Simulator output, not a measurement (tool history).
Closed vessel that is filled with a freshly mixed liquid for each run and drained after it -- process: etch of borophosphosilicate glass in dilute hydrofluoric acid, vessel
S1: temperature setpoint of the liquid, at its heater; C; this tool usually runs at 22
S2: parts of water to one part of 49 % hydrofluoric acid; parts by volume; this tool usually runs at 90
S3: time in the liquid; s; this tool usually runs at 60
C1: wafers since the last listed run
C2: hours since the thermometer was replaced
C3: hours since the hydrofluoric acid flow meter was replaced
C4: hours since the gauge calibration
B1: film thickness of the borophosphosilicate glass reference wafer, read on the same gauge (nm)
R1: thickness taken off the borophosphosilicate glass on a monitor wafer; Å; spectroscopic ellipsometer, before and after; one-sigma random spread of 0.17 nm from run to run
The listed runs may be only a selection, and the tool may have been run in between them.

run	hour	S1	S2	S3	C1	C2	C3	C4	B1	R1
1	0	24.5	90	60	0	828.6	755.2	227.2	40	423.2
2	42.9	24.5	90	60	5742	871.5	798.1	270.1	40.01	421.5
3	164.3	24.5	90	60	16250	992.9	919.5	391.5	40.07	424.2
4	189.4	22	90	60	3359	1018	944.6	416.6	40.02	385.8
5	216.4	22	90	60	3614	1045	971.6	443.6	40	386.7
6	280.2	22	90	60	8540	1108.8	1035.4	507.4	39.96	385.4
7	318	22	90	60	5059	1146.6	1073.2	545.2	39.93	386.1
8	367	22	90	60	6558	1195.6	1122.2	594.2	39.99	383.9
9	412.9	22	90	60	6143	1241.5	1168.1	640.1	40	384
10	481.7	22	90	60	9209	1310.3	1236.9	708.9	39.99	389.4
# hour 530.1: gauge calibrated
11	549.9	25.5	90	60	9128	1378.5	1305.1	19.8	40.01	448.3
12	598.4	22	70	60	6492	1427	1353.6	68.3	39.97	513.2
13	665.1	22	70	60	8928	1493.7	1420.3	135	39.96	512.3
14	692.6	22	70	60	3681	1521.2	1447.8	162.5	39.98	508.2
15	762.1	22	90	60	9303	1590.7	1517.3	232	40.02	386.8
16	800.9	20	60	95	5193	1629.5	1556.1	270.8	40	875.2
# hour 802.3: thermometer replaced
17	837.6	22	90	60	4778	35.3	1592.8	307.5	39.95	385.6
18	863.9	22	55	60	3520	61.6	1619.1	333.8	40.04	663.6
19	934.6	22	90	45	9463	132.3	1689.8	404.5	39.97	291.8
20	961.5	17.5	90	60	3600	159.2	1716.7	431.4	40.02	325.3
21	1051.7	22	90	60	12073	249.4	1806.9	521.6	39.97	388.6
# hour 1086.5: hydrofluoric acid flow meter replaced
22	1099.4	22	90	60	6251	297.1	12.9	569.3	39.96	377
23	1128.3	20	75	80	3868	326	41.8	598.2	39.98	567.6
24	1152.4	22	90	60	3225	350.1	65.9	622.3	40.04	375.1
25	1209.5	22	135	90	7643	407.2	123	679.4	40	359.2
# hour 1223.6: gauge calibrated
26	1256.4	22	75	80	6277	454.1	169.9	32.8	39.99	618.1
27	1307.6	19.5	90	60	6853	505.3	221.1	84	40.01	337.9
28	1378.2	24.5	70	30	9450	575.9	291.7	154.6	39.95	277
29	1430.3	22	130	85	6973	628	343.8	206.7	40	355.7

Predict the results of run 30:
30	1464.4	22	90	60	4564	662.1	377.9	240.8	?	?

{"run 30": {"B1": 39.99, "R1": 380.2}}
If the tool had no hidden condition, the same run with the same run-to-run variation would have returned R1 377.2 Å.
